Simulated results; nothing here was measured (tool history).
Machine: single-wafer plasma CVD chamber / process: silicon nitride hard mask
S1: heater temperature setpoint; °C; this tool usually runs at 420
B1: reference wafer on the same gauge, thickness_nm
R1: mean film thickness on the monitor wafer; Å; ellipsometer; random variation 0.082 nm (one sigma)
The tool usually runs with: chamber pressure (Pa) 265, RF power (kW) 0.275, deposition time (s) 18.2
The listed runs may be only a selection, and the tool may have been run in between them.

run 1 hour=0.0 | S1=420 chamber_pressure_(Pa)=265 RF_power_(kW)=0.275 deposition_time_(s)=18.2 | B1=24.500 | R1=224.38
run 2 hour=100.5 | S1=420 chamber_pressure_(Pa)=265 RF_power_(kW)=0.275 deposition_time_(s)=18.2 | B1=24.502 | R1=223.46
run 3 hour=179.7 | S1=420 chamber_pressure_(Pa)=265 RF_power_(kW)=0.275 deposition_time_(s)=18.2 | B1=24.533 | R1=223.83
run 4 hour=283.9 | S1=420 chamber_pressure_(Pa)=265 RF_power_(kW)=0.275 deposition_time_(s)=18.2 | B1=24.477 | R1=223.02
run 5 hour=384.8 | S1=420 chamber_pressure_(Pa)=265 RF_power_(kW)=0.275 deposition_time_(s)=18.2 | B1=24.506 | R1=223.64
run 6 hour=478.9 | S1=420 chamber_pressure_(Pa)=265 RF_power_(kW)=0.275 deposition_time_(s)=18.2 | B1=24.542 | R1=222.94
run 7 hour=557.0 | S1=420 chamber_pressure_(Pa)=265 RF_power_(kW)=0.275 deposition_time_(s)=18.2 | B1=24.496 | R1=222.33
run 8 hour=641.7 | S1=420 chamber_pressure_(Pa)=304 RF_power_(kW)=0.275 deposition_time_(s)=18.2 | B1=24.468 | R1=230.36
run 9 hour=734.0 | S1=420 chamber_pressure_(Pa)=304 RF_power_(kW)=0.275 deposition_time_(s)=18.2 | B1=24.501 | R1=228.45
run 10 hour=821.0 | S1=420 chamber_pressure_(Pa)=304 RF_power_(kW)=0.275 deposition_time_(s)=18.2 | B1=24.550 | R1=227.17
run 11 hour=897.6 | S1=420 chamber_pressure_(Pa)=284 RF_power_(kW)=0.275 deposition_time_(s)=18.2 | B1=24.503 | R1=226.36
run 12 hour=978.5 | S1=420 chamber_pressure_(Pa)=265 RF_power_(kW)=0.275 deposition_time_(s)=18.2 | B1=24.540 | R1=223.30
run 13 hour=1062.2 | S1=413 chamber_pressure_(Pa)=287 RF_power_(kW)=0.315 deposition_time_(s)=20.9 | B1=24.534 | R1=298.79
run 14 hour=1154.0 | S1=420 chamber_pressure_(Pa)=265 RF_power_(kW)=0.275 deposition_time_(s)=20.9 | B1=24.529 | R1=256.91
run 15 hour=1259.3 | S1=420 chamber_pressure_(Pa)=265 RF_power_(kW)=0.275 deposition_time_(s)=18.2 | B1=24.473 | R1=223.23
run 16 hour=1356.9 | S1=420 chamber_pressure_(Pa)=248 RF_power_(kW)=0.275 deposition_time_(s)=18.2 | B1=24.525 | R1=218.25
run 17 hour=1401.9 | S1=430 chamber_pressure_(Pa)=305 RF_power_(kW)=0.310 deposition_time_(s)=18.2 | B1=24.476 | R1=256.54
run 18 hour=1447.8 | S1=420 chamber_pressure_(Pa)=265 RF_power_(kW)=0.275 deposition_time_(s)=18.2 | B1=24.465 | R1=222.62
run 19 hour=1500.0 | S1=420 chamber_pressure_(Pa)=265 RF_power_(kW)=0.275 deposition_time_(s)=21.7 | B1=24.509 | R1=263.16
run 20 hour=1545.6 | S1=410 chamber_pressure_(Pa)=216 RF_power_(kW)=0.235 deposition_time_(s)=18.2 | B1=24.473 | R1=179.42
run 21 hour=1607.9 | S1=410 chamber_pressure_(Pa)=227 RF_power_(kW)=0.260 deposition_time_(s)=16.6 | B1=24.520 | R1=182.26
run 22 hour=1703.6 | S1=410 chamber_pressure_(Pa)=211 RF_power_(kW)=0.310 deposition_time_(s)=21.3 | B1=24.492 | R1=273.99
run 23 hour=1794.3 | S1=420 chamber_pressure_(Pa)=204 RF_power_(kW)=0.230 deposition_time_(s)=18.2 | B1=24.494 | R1=169.42
run 24 hour=1841.0 | S1=420 chamber_pressure_(Pa)=265 RF_power_(kW)=0.275 deposition_time_(s)=18.2 | B1=24.474 | R1=221.22
run 25 hour=1924.0 | S1=420 chamber_pressure_(Pa)=265 RF_power_(kW)=0.275 deposition_time_(s)=15.5 | B1=24.489 | R1=187.68
run 26 hour=2029.3 | S1=406 chamber_pressure_(Pa)=213 RF_power_(kW)=0.275 deposition_time_(s)=15.2 | B1=24.472 | R1=173.25
run 27 hour=2103.8 | S1=420 chamber_pressure_(Pa)=265 RF_power_(kW)=0.275 deposition_time_(s)=18.2 | B1=24.476 | R1=218.46
run 28 hour=2177.0 | S1=420 chamber_pressure_(Pa)=265 RF_power_(kW)=0.275 deposition_time_(s)=18.2 | B1=24.565 | R1=217.83

Put back what was entered between runs (7 entries, withheld): which listed runs does each sit between, and how does the hidden state differ from the listed run before to the listed run after?
From run 3 to run 4: thermocouple changed; heater temperature recalibrated (hour 204.8)
  delivered RF power above the setpoint (%): -1.67 -> -1.96; true pressure above the setpoint (%): 4.92 -> 5.46
  measured minus no-state result, R1: -1.00 -> -1.38 Å
From run 10 to run 11: RF generator calibrated (hour 885.8); capacitance manometer re-zeroed and calibrated (hour 897.1)
  delivered RF power above the setpoint (%): -4.03 -> -0.757; true pressure above the setpoint (%): 8.57 -> -0.108
  measured minus no-state result, R1: -4.88 -> -1.73 Å
From run 13 to run 14: thermocouple changed; heater temperature recalibrated (hour 1153.5)
  delivered RF power above the setpoint (%): -0.805 -> -0.869; true pressure above the setpoint (%): -0.0787 -> -0.0376
  measured minus no-state result, R1: -2.27 -> -2.20 Å
From run 19 to run 20: showerhead replaced (hour 1511.1); gauge calibrated (hour 1521.5)
  delivered RF power above the setpoint (%): -1.34 -> -1.43; true pressure above the setpoint (%): 0.277 -> 0.338
  measured minus no-state result, R1: -3.33 -> -2.56 Å
From run 27 to run 28: thermocouple changed; heater temperature recalibrated (hour 2156.5)
  delivered RF power above the setpoint (%): -3.07 -> -3.35; true pressure above the setpoint (%): 1.43 -> 1.63
  measured minus no-state result, R1: -6.06 -> -6.60 Å

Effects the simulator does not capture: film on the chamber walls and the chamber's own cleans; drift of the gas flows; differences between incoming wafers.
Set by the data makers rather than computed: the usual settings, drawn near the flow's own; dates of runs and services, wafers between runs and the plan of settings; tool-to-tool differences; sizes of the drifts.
